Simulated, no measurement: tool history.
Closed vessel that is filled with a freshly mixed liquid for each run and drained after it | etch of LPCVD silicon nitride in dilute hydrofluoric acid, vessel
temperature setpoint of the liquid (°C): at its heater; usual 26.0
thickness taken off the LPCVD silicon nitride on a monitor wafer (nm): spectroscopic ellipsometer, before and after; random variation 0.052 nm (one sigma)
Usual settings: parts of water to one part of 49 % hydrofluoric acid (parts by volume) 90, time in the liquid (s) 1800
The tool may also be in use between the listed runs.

| run | day | temperature setpoint of the liquid (°C) | parts of water to one part of 49 % hydrofluoric acid (parts by volume) | time in the liquid (s) | read-back film thickness of the LPCVD silicon nitride reference wafer, read on the same gauge (nm) | thickness taken off the LPCVD silicon nitride on a monitor wafer (nm) |
|---|---|---|---|---|---|---|
| 1 | 0.000 | 26.0 | 90 | 1800 | 120.87 | 9.55 |
| 2 | 1.158 | 26.0 | 90 | 1800 | 120.94 | 9.52 |
| 3 | 3.662 | 27.0 | 90 | 1800 | 121.00 | 10.22 |
| 4 | 6.112 | 26.0 | 70 | 1145 | 121.09 | 7.77 |
| 5 | 7.954 | 26.0 | 70 | 1145 | 121.18 | 7.85 |
| 6 | 10.771 | 26.0 | 70 | 1145 | 121.29 | 7.81 |
| 7 | 13.212 | 26.0 | 90 | 1800 | 121.37 | 9.59 |
| 8 | 15.067 | 26.0 | 90 | 1800 | 121.45 | 9.65 |
| 9 | 16.717 | 28.5 | 90 | 1800 | 121.53 | 11.22 |
| 10 | 17.733 | 28.5 | 90 | 1800 | 121.58 | 11.23 |
| 11 | 18.804 | 29.5 | 100 | 1800 | 121.58 | 10.87 |
| 12 | 20.542 | 29.5 | 100 | 1800 | 121.64 | 10.83 |
| 13 | 22.033 | 30.5 | 90 | 1800 | 121.71 | 12.77 |
| 14 | 24.921 | 30.0 | 70 | 2345 | 121.80 | 20.83 |
|  | 25.683 | hydrofluoric acid flow meter replaced |
| 15 | 26.188 | 23.5 | 115 | 2115 | 121.88 | 7.55 |
| 16 | 27.742 | 24.5 | 125 | 2630 | 121.95 | 9.22 |
| 17 | 29.146 | 22.5 | 75 | 1425 | 122.00 | 7.21 |
| 18 | 31.233 | 26.0 | 90 | 1800 | 122.05 | 9.63 |
| 19 | 33.325 | 23.5 | 125 | 1800 | 122.14 | 5.88 |
| 20 | 34.592 | 23.5 | 125 | 1800 | 122.20 | 5.90 |
| 21 | 36.054 | 26.0 | 70 | 1145 | 122.26 | 7.90 |
|  | 36.921 | thermometer replaced |
| 22 | 37.146 | 26.0 | 100 | 1800 | 122.29 | 8.74 |
| 23 | 39.392 | 29.5 | 65 | 1800 | 122.37 | 16.86 |
| 24 | 41.738 | 26.0 | 90 | 1800 | 122.48 | 9.66 |
|  | 42.696 | gauge calibrated |
| 25 | 43.329 | 22.5 | 75 | 1425 | 120.25 | 7.11 |
| 26 | 51.383 | 26.0 | 90 | 1495 | 120.54 | 7.85 |
| 27 | 52.496 | 26.0 | 55 | 2640 | 120.58 | 22.86 |
| 28 | 54.662 | 26.0 | 90 | 1800 | 120.68 | 9.54 |
| 29 | 57.467 | 26.0 | 55 | 1525 | 120.77 | 13.16 |
| 30 | 59.488 | 30.5 | 90 | 2590 | 120.84 | 18.17 |
| 31 | 62.192 | 26.0 | 110 | 1800 | 120.96 | 7.82 |

The same runs without the tool's hidden state, with the same run-to-run variation:
The hidden state here: liquid hotter than its thermometer reads (K); hydrofluoric acid flow below the setpoint (%); gauge reads high (%).
| run | thickness taken off the LPCVD silicon nitride on a monitor wafer (nm) |
|---|---|
| 1 | 9.48 |
| 2 | 9.44 |
| 3 | 10.13 |
| 4 | 7.70 |
| 5 | 7.78 |
| 6 | 7.73 |
| 7 | 9.48 |
| 8 | 9.54 |
| 9 | 11.08 |
| 10 | 11.08 |
| 11 | 10.72 |
| 12 | 10.69 |
| 13 | 12.59 |
| 14 | 20.52 |
| 15 | 7.43 |
| 16 | 9.08 |
| 17 | 7.09 |
| 18 | 9.47 |
| 19 | 5.78 |
| 20 | 5.79 |
| 21 | 7.76 |
| 22 | 8.58 |
| 23 | 16.53 |
| 24 | 9.46 |
| 25 | 7.10 |
| 26 | 7.81 |
| 27 | 22.74 |
| 28 | 9.49 |
| 29 | 13.08 |
| 30 | 18.04 |
| 31 | 7.76 |

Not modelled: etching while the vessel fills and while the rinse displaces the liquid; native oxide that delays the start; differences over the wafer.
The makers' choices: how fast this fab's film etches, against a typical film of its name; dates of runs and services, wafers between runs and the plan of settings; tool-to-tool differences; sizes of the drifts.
